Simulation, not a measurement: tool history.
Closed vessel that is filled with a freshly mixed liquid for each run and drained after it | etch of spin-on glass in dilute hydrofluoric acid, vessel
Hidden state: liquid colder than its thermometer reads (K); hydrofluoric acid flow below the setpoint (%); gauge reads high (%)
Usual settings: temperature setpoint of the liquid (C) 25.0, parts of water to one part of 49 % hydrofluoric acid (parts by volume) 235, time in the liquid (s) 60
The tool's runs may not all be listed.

| run | hour | temperature setpoint of the liquid (C) | parts of water to one part of 49 % hydrofluoric acid (parts by volume) | time in the liquid (s) | wafers since the last listed run | hours since the thermometer was replaced | hours since the hydrofluoric acid flow meter was replaced | hours since the gauge calibration | read-back film thickness of the spin-on glass reference wafer, read on the same gauge (nm) | thickness taken off the spin-on glass on a monitor wafer (nm) |
|---|---|---|---|---|---|---|---|---|---|---|
| 1 | 0.0 | 23.0 | 235 | 60 | 0 | 1945.9 | 544.3 | 93.0 | 30.01 | 13.97 |
| 2 | 13.0 | 23.0 | 235 | 60 | 1424 | 1958.9 | 557.3 | 106.0 | 29.99 | 13.97 |
| 3 | 46.7 | 23.0 | 235 | 60 | 3691 | 1992.6 | 591.0 | 139.7 | 30.02 | 14.07 |
| 4 | 118.5 | 25.0 | 235 | 60 | 7865 | 2064.4 | 662.8 | 211.5 | 29.99 | 14.96 |
| 5 | 141.9 | 25.0 | 235 | 60 | 2563 | 2087.8 | 686.2 | 234.9 | 30.01 | 15.03 |
| 6 | 175.2 | 28.0 | 235 | 60 | 3648 | 2121.1 | 719.5 | 268.2 | 29.97 | 16.83 |
| 7 | 188.8 | 25.0 | 235 | 60 | 1489 | 2134.7 | 733.1 | 281.8 | 30.02 | 15.08 |
| 8 | 218.9 | 25.0 | 235 | 60 | 3297 | 2164.8 | 763.2 | 311.9 | 30.00 | 15.13 |
| 9 | 246.2 | 25.0 | 235 | 60 | 2990 | 2192.1 | 790.5 | 339.2 | 29.99 | 15.20 |
| 10 | 269.8 | 25.0 | 235 | 60 | 2585 | 2215.7 | 814.1 | 362.8 | 30.00 | 14.72 |
|  | 283.2 | thermometer replaced |
|  | 293.6 | hydrofluoric acid flow meter replaced |
| 11 | 302.7 | 25.0 | 235 | 60 | 3385 | 19.5 | 9.1 | 395.7 | 29.99 | 16.44 |
| 12 | 322.6 | 25.0 | 235 | 90 | 2180 | 39.4 | 29.0 | 415.6 | 29.98 | 24.96 |
| 13 | 349.7 | 25.0 | 235 | 60 | 2968 | 66.5 | 56.1 | 442.7 | 30.01 | 16.24 |
| 14 | 366.3 | 25.0 | 195 | 30 | 1818 | 83.1 | 72.7 | 459.3 | 29.98 | 10.43 |
| 15 | 391.8 | 27.5 | 235 | 40 | 2793 | 108.6 | 98.2 | 484.8 | 29.99 | 11.77 |
| 16 | 409.7 | 29.0 | 200 | 85 | 1961 | 126.5 | 116.1 | 502.7 | 30.02 | 33.21 |
| 17 | 423.6 | 25.0 | 235 | 60 | 1522 | 140.4 | 130.0 | 516.6 | 29.99 | 16.18 |
| 18 | 445.6 | 25.0 | 235 | 70 | 2410 | 162.4 | 152.0 | 538.6 | 30.03 | 18.92 |
| 19 | 471.0 | 25.0 | 285 | 30 | 2782 | 187.8 | 177.4 | 564.0 | 30.00 | 6.41 |
| 20 | 484.5 | 25.0 | 235 | 60 | 1478 | 201.3 | 190.9 | 577.5 | 29.98 | 16.48 |
| 21 | 512.5 | 30.0 | 235 | 60 | 3067 | 229.3 | 218.9 | 605.5 | 30.02 | 19.16 |
| 22 | 533.3 | 22.0 | 235 | 85 | 2278 | 250.1 | 239.7 | 626.3 | 30.01 | 20.86 |
| 23 | 559.5 | 26.5 | 235 | 50 | 2870 | 276.3 | 265.9 | 652.5 | 30.03 | 14.38 |
| 24 | 576.6 | 23.0 | 310 | 50 | 1873 | 293.4 | 283.0 | 669.6 | 30.01 | 8.92 |
|  | 595.3 | gauge calibrated |
| 25 | 598.2 | 25.0 | 235 | 60 | 2366 | 315.0 | 304.6 | 2.9 | 29.97 | 16.10 |
| 26 | 630.5 | 25.0 | 235 | 60 | 3538 | 347.3 | 336.9 | 35.2 | 30.00 | 16.14 |
| 27 | 644.5 | 25.0 | 125 | 60 | 1533 | 361.3 | 350.9 | 49.2 | 30.05 | 34.43 |
| 28 | 674.6 | 20.0 | 350 | 60 | 3297 | 391.4 | 381.0 | 79.3 | 30.00 | 8.06 |
| 29 | 706.8 | 20.5 | 235 | 60 | 3527 | 423.6 | 413.2 | 111.5 | 29.98 | 13.90 |
| 30 | 736.3 | 29.5 | 235 | 60 | 3231 | 453.1 | 442.7 | 141.0 | 30.02 | 18.91 |
| 31 | 769.6 | 28.0 | 300 | 40 | 3648 | 486.4 | 476.0 | 174.3 | 29.96 | 8.71 |
| 32 | 801.5 | 25.0 | 290 | 60 | 3494 | 518.3 | 507.9 | 206.2 | 30.01 | 12.06 |
| 33 | 817.4 | 25.0 | 195 | 40 | 1741 | 534.2 | 523.8 | 222.1 | 29.98 | 13.47 |
| 34 | 836.8 | 23.0 | 160 | 45 | 2125 | 553.6 | 543.2 | 241.5 | 30.04 | 17.81 |

4 ways to go on from here, each from the tool as it stands after run 34. What would each give?
| A | 837.5 | 25.0 | 235 | 30 | 76 | 554.3 | 543.9 | 242.2 | ? | ? |
| B | 837.5 | 25.0 | 235 | 40 | 76 | 554.3 | 543.9 | 242.2 | ? | ? |
| C | 837.5 | 25.0 | 145 | 95 | 76 | 554.3 | 543.9 | 242.2 | ? | ? |
| D | 837.5 | 21.0 | 335 | 50 | 76 | 554.3 | 543.9 | 242.2 | ? | ? |

| run | read-back film thickness of the spin-on glass reference wafer, read on the same gauge (nm) | thickness taken off the spin-on glass on a monitor wafer (nm) |
|---|---|---|
| A | 29.99 | 8.03 |
| B | 29.99 | 10.70 |
| C | 29.99 | 45.44 |
| D | 29.99 | 7.39 |
Without the tool's hidden state the same runs would have given:
| run | thickness taken off the spin-on glass on a monitor wafer (nm) |
|---|---|
| A | 8.32 |
| B | 11.09 |
| C | 47.19 |
| D | 7.66 |

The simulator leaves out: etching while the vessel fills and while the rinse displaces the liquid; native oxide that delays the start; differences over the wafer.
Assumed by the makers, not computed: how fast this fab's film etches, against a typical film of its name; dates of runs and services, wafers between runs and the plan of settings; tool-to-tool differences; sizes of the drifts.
